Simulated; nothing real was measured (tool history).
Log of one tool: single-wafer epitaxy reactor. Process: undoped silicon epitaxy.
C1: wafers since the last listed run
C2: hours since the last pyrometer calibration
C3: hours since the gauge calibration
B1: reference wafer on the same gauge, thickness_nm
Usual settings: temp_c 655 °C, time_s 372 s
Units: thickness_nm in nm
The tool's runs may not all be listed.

Run 1, hour 0.0: usual settings; C1 0; C2 2490.7; C3 139.9; B1 60.607. Result: thickness_nm 64.682 nm.
Run 2, hour 19.2: usual settings; C1 119; C2 2509.9; C3 159.1; B1 60.550. Result: thickness_nm 64.568 nm.
Run 3, hour 53.9: usual settings but temp_c 664 °C, time_s 330 s; C1 215; C2 2544.6; C3 193.8; B1 60.545. Result: thickness_nm 67.942 nm.
Run 4, hour 73.5: usual settings; C1 121; C2 2564.2; C3 213.4; B1 60.579. Result: thickness_nm 64.620 nm.
Run 5, hour 89.7: usual settings but temp_c 647 °C; C1 100; C2 2580.4; C3 229.6; B1 60.568. Result: thickness_nm 55.723 nm.
Run 6, hour 113.0: usual settings but temp_c 647 °C; C1 144; C2 2603.7; C3 252.9; B1 60.565. Result: thickness_nm 56.027 nm.
Run 7, hour 141.3: usual settings; C1 176; C2 2632.0; C3 281.2; B1 60.667. Result: thickness_nm 64.852 nm.
Run 8, hour 163.2: usual settings; C1 136; C2 2653.9; C3 303.1; B1 60.592. Result: thickness_nm 64.923 nm.
Run 9, hour 192.2: usual settings; C1 180; C2 2682.9; C3 332.1; B1 60.550. Result: thickness_nm 65.089 nm.
Run 10, hour 226.9: usual settings; C1 215; C2 2717.6; C3 366.8; B1 60.592. Result: thickness_nm 65.072 nm.
Run 11, hour 240.5: usual settings; C1 84; C2 2731.2; C3 380.4; B1 60.593. Result: thickness_nm 64.650 nm.
Run 12, hour 264.4: usual settings but temp_c 659 °C, time_s 423 s; C1 148; C2 2755.1; C3 404.3; B1 60.573. Result: thickness_nm 79.643 nm.
At hour 272.8: pyrometer calibrated.
Run 13, hour 296.3: usual settings but temp_c 659 °C, time_s 423 s; C1 148; C2 23.5; C3 436.2; B1 60.605. Result: thickness_nm 76.662 nm.
At hour 316.7: gauge calibrated.
Run 14, hour 331.7: usual settings but temp_c 659 °C, time_s 423 s; C1 220; C2 58.9; C3 15.0; B1 60.620. Result: thickness_nm 76.703 nm.
Run 15, hour 348.1: usual settings but temp_c 666 °C, time_s 339 s; C1 102; C2 75.3; C3 31.4; B1 60.600. Result: thickness_nm 69.708 nm.
Run 16, hour 366.8: usual settings but temp_c 666 °C, time_s 339 s; C1 116; C2 94.0; C3 50.1; B1 60.603. Result: thickness_nm 69.662 nm.
Run 17, hour 384.0: usual settings but temp_c 666 °C, time_s 339 s; C1 106; C2 111.2; C3 67.3; B1 60.552. Result: thickness_nm 69.784 nm.
Run 18, hour 407.8: usual settings but temp_c 664 °C, time_s 423 s; C1 148; C2 135.0; C3 91.1; B1 60.644. Result: thickness_nm 83.653 nm.
Run 19, hour 435.8: usual settings but time_s 424 s; C1 174; C2 163.0; C3 119.1; B1 60.634. Result: thickness_nm 71.182 nm.
Run 20, hour 460.0: usual settings; C1 150; C2 187.2; C3 143.3; B1 60.505. Result: thickness_nm 62.607 nm.
Run 21, hour 491.2: usual settings but temp_c 660 °C; C1 194; C2 218.4; C3 174.5; B1 60.583. Result: thickness_nm 68.787 nm.
Run 22, hour 507.5: usual settings but temp_c 650 °C; C1 101; C2 234.7; C3 190.8; B1 60.562. Result: thickness_nm 56.633 nm.
Run 23, hour 539.2: usual settings but temp_c 645 °C, time_s 322 s; C1 197; C2 266.4; C3 222.5; B1 60.652. Result: thickness_nm 44.708 nm.
Run 24, hour 558.5: usual settings; C1 120; C2 285.7; C3 241.8; B1 60.579. Result: thickness_nm 62.607 nm.
Run 25, hour 578.1: usual settings but temp_c 659 °C, time_s 423 s; C1 121; C2 305.3; C3 261.4; B1 60.601. Result: thickness_nm 76.801 nm.
Run 26, hour 597.6: usual settings but temp_c 649 °C, time_s 349 s; C1 121; C2 324.8; C3 280.9; B1 60.576. Result: thickness_nm 52.195 nm.
Run 27, hour 622.9: usual settings but temp_c 668 °C, time_s 311 s; C1 157; C2 350.1; C3 306.2; B1 60.574. Result: thickness_nm 66.555 nm.
Run 28, hour 650.9: usual settings but temp_c 643 °C; C1 174; C2 378.1; C3 334.2; B1 60.649. Result: thickness_nm 49.441 nm.
Run 29, hour 664.0: usual settings but temp_c 650 °C, time_s 417 s; C1 81; C2 391.2; C3 347.3; B1 60.545. Result: thickness_nm 63.459 nm.
Run 30, hour 695.6: usual settings; C1 196; C2 422.8; C3 378.9; B1 60.567. Result: thickness_nm 62.730 nm.
Run 31, hour 723.1: usual settings but temp_c 665 °C; C1 171; C2 450.3; C3 406.4; B1 60.648. Result: thickness_nm 75.455 nm.
Run 32, hour 747.2: usual settings but temp_c 669 °C, time_s 393 s; C1 149; C2 474.4; C3 430.5; B1 60.564. Result: thickness_nm 85.723 nm.
At hour 771.3: gauge calibrated.
Run 33, hour 779.5: usual settings; C1 200; C2 506.7; C3 8.2; B1 60.605. Result: thickness_nm 62.714 nm.
Run 34, hour 815.0: usual settings but time_s 416 s; C1 220; C2 542.2; C3 43.7; B1 60.638. Result: thickness_nm 70.144 nm.
Run 35, hour 844.5: usual settings but temp_c 669 °C, time_s 394 s; C1 183; C2 571.7; C3 73.2; B1 60.561. Result: thickness_nm 86.670 nm.
Run 36, hour 860.7: usual settings but temp_c 660 °C, time_s 427 s; C1 100; C2 587.9; C3 89.4; B1 60.622. Result: thickness_nm 79.094 nm.

5 ways to go on from here, each from the tool as it stands after run 36. What would each give?
Run A, hour 861.2: usual settings but time_s 331 s; C1 3; C2 588.4; C3 89.9; B1 ?. Result: thickness_nm ?.
Run B, hour 861.2: usual settings but temp_c 649 °C, time_s 352 s; C1 3; C2 588.4; C3 89.9; B1 ?. Result: thickness_nm ?.
Run C, hour 861.2: usual settings but time_s 350 s; C1 3; C2 588.4; C3 89.9; B1 ?. Result: thickness_nm ?.
Run D, hour 861.2: usual settings but temp_c 644 °C, time_s 306 s; C1 3; C2 588.4; C3 89.9; B1 ?. Result: thickness_nm ?.
Run E, hour 861.2: usual settings but temp_c 666 °C; C1 3; C2 588.4; C3 89.9; B1 ?. Result: thickness_nm ?.

run      B1  thickness_nm
  A  60.574        55.945
  B  60.574        53.067
  C  60.574        59.157
  D  60.574        41.898
  E  60.574        77.279
Without the tool's hidden state the same runs would have given:
run  thickness_nm
  A        55.336
  B        52.483
  C        58.513
  D        41.432
  E        76.454
